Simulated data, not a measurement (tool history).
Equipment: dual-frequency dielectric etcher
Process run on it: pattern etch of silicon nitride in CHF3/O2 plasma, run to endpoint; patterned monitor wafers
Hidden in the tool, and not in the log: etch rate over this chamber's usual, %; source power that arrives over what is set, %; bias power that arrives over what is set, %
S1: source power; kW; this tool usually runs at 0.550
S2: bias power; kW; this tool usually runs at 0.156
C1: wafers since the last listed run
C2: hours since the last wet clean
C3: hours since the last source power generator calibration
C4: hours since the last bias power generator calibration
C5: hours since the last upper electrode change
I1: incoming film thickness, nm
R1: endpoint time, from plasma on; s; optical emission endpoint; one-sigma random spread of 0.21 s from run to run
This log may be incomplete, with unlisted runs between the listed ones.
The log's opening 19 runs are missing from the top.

{"run": 20, "hour": 1100.7, "S1": 0.55, "S2": 0.14, "C1": 841, "C2": 521.0, "C3": 3198.4, "C4": 78.2, "C5": 131.1, "I1": 64.4, "R1": 52.1}
{"hour": 1178.6, "done": "wet clean of the chamber"}
{"run": 21, "hour": 1179.1, "S1": 0.45, "S2": 0.185, "C1": 739, "C2": 0.5, "C3": 3276.8, "C4": 156.6, "C5": 209.5, "I1": 63.8, "R1": 47.6}
{"hour": 1187.8, "done": "source power generator calibrated"}
{"run": 22, "hour": 1214.5, "S1": 0.55, "S2": 0.156, "C1": 426, "C2": 35.9, "C3": 26.7, "C4": 192.0, "C5": 244.9, "I1": 63.5, "R1": 47.3}
{"run": 23, "hour": 1240.2, "S1": 0.45, "S2": 0.118, "C1": 349, "C2": 61.6, "C3": 52.4, "C4": 217.7, "C5": 270.6, "I1": 64.2, "R1": 69.2}
{"run": 24, "hour": 1288.9, "S1": 0.65, "S2": 0.127, "C1": 662, "C2": 110.3, "C3": 101.1, "C4": 266.4, "C5": 319.3, "I1": 64.0, "R1": 50.8}
{"run": 25, "hour": 1359.4, "S1": 0.55, "S2": 0.156, "C1": 958, "C2": 180.8, "C3": 171.6, "C4": 336.9, "C5": 389.8, "I1": 64.4, "R1": 47.9}
{"run": 26, "hour": 1431.2, "S1": 0.64, "S2": 0.142, "C1": 976, "C2": 252.6, "C3": 243.4, "C4": 408.7, "C5": 461.6, "I1": 64.5, "R1": 46.8}
{"run": 27, "hour": 1455.8, "S1": 0.68, "S2": 0.141, "C1": 334, "C2": 277.2, "C3": 268.0, "C4": 433.3, "C5": 486.2, "I1": 63.9, "R1": 45.2}
{"run": 28, "hour": 1484.5, "S1": 0.69, "S2": 0.194, "C1": 390, "C2": 305.9, "C3": 296.7, "C4": 462.0, "C5": 514.9, "I1": 63.5, "R1": 35.7}
{"run": 29, "hour": 1538.8, "S1": 0.62, "S2": 0.192, "C1": 738, "C2": 360.2, "C3": 351.0, "C4": 516.3, "C5": 569.2, "I1": 63.7, "R1": 38.0}
{"run": 30, "hour": 1601.0, "S1": 0.55, "S2": 0.156, "C1": 845, "C2": 422.4, "C3": 413.2, "C4": 578.5, "C5": 631.4, "I1": 64.0, "R1": 47.5}

For run 31, what comes out?
{"run": 31, "hour": 1629.2, "S1": 0.55, "S2": 0.169, "C1": 383, "C2": 450.6, "C3": 441.4, "C4": 606.7, "C5": 659.6, "I1": 64.5, "R1": "?"}

Logged for run 31: R1 44.5 s.
With the hidden condition absent and the run-to-run variation left alone, this run would have shown R1 44.8 s.
